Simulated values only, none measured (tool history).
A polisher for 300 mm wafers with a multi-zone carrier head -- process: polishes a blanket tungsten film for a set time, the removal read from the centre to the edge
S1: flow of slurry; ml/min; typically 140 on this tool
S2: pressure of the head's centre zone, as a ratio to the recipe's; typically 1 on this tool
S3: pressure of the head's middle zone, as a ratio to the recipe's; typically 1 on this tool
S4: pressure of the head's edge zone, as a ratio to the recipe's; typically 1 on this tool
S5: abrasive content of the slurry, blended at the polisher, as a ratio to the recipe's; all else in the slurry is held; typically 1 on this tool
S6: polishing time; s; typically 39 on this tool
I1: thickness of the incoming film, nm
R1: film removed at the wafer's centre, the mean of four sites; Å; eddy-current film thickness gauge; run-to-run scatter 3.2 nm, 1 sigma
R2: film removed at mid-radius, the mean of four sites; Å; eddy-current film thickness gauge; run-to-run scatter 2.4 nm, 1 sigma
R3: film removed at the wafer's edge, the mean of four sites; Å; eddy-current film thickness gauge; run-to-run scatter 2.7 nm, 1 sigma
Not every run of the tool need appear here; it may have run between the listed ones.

run   hour   S1    S2    S3    S4   S5  S6      I1    R1    R2    R3
  1      0  140     1     1     1    1  39  1058.5  2406  2487  2355
      23.3  -- carrier head's membrane replaced by a new one
  2   27.1  140     1     1     1    1  39    1075  2363  2428  2341
  3   60.9  140     1     1     1    1  39  1068.7  2321  2365  2255
  4   84.3  140     1     1     1    1  39    1050  2212  2338  2202
      91.1  -- edge zone pressure recalibrated
  5  119.3  105   0.9     1     1    1  39  1060.9  1898  2076  2072
     142.2  -- centre zone pressure recalibrated
  6  142.7  140  1.07  1.03     1    1  39  1060.7  2297  2243  2133
     173.3  -- worn pad replaced by a new one
  7  175.7  140     1  1.04     1    1  39  1051.9  2384  2522  2408
  8  196.5  115     1     1     1    1  39  1041.7  2228  2333  2334
     201.9  -- slurry nozzle cleaned
  9  215.8  110  1.08     1     1  0.9  31  1064.1  1795  1743  1740
 10    246  110  1.04  1.07     1    1  39  1052.8  2226  2356  2215
 11  276.4  120     1     1     1    1  52  1060.3  2909  2930  2908
 12  309.6  140  1.07  1.03     1    1  39  1051.9  2340  2329  2154
     323.4  -- worn pad replaced by a new one
 13  332.6  120  1.07  0.92     1  0.8  39  1056.1  2336  2171  2288
 14  365.5  140     1     1     1    1  39  1064.4  2343  2405  2391
 15  396.9  140     1     1     1    1  39  1063.9  2297  2368  2311
 16  410.4  140     1  0.94     1    1  27  1058.1  1593  1559  1570
 17  444.7  160     1     1     1    1  26  1067.8  1544  1574  1490
 18  468.4  165     1  0.92  0.93    1  26  1047.6  1521  1447  1465
 19  501.4  140  0.96     1  0.89    1  39  1071.5  2064  2178  2039
     505.9  -- worn pad replaced by a new one
 20  521.8  160     1     1  1.08    1  39    1061  2486  2498  2552
 21  556.1  140     1  1.05     1    1  43  1039.2  2599  2713  2548
 22  590.7  140     1     1     1    1  39  1059.5  2312  2303  2242

What would each run have given without the hidden state, its run-to-run variation left as it was?
Hidden conditions of the tool in this case: removal rate lost through wear of the pad, %; slurry flow missing at the pad, %; deviation of the centre zone's pressure from its setpoint, %; deviation of the edge zone's pressure from its setpoint, %.
run    R1    R2    R3
  1  2478  2561  2425
  2  2480  2549  2457
  3  2497  2544  2425
  4  2421  2559  2410
  5  2133  2333  2328
  6  2628  2567  2441
  7  2434  2575  2458
  8  2308  2417  2417
  9  1885  1830  1827
 10  2389  2529  2377
 11  3193  3216  3193
 12  2634  2622  2424
 13  2384  2215  2334
 14  2447  2511  2497
 15  2454  2529  2468
 16  1718  1682  1694
 17  1709  1742  1648
 18  1714  1630  1650
 19  2386  2518  2357
 20  2566  2578  2634
 21  2749  2869  2696
 22  2508  2499  2433
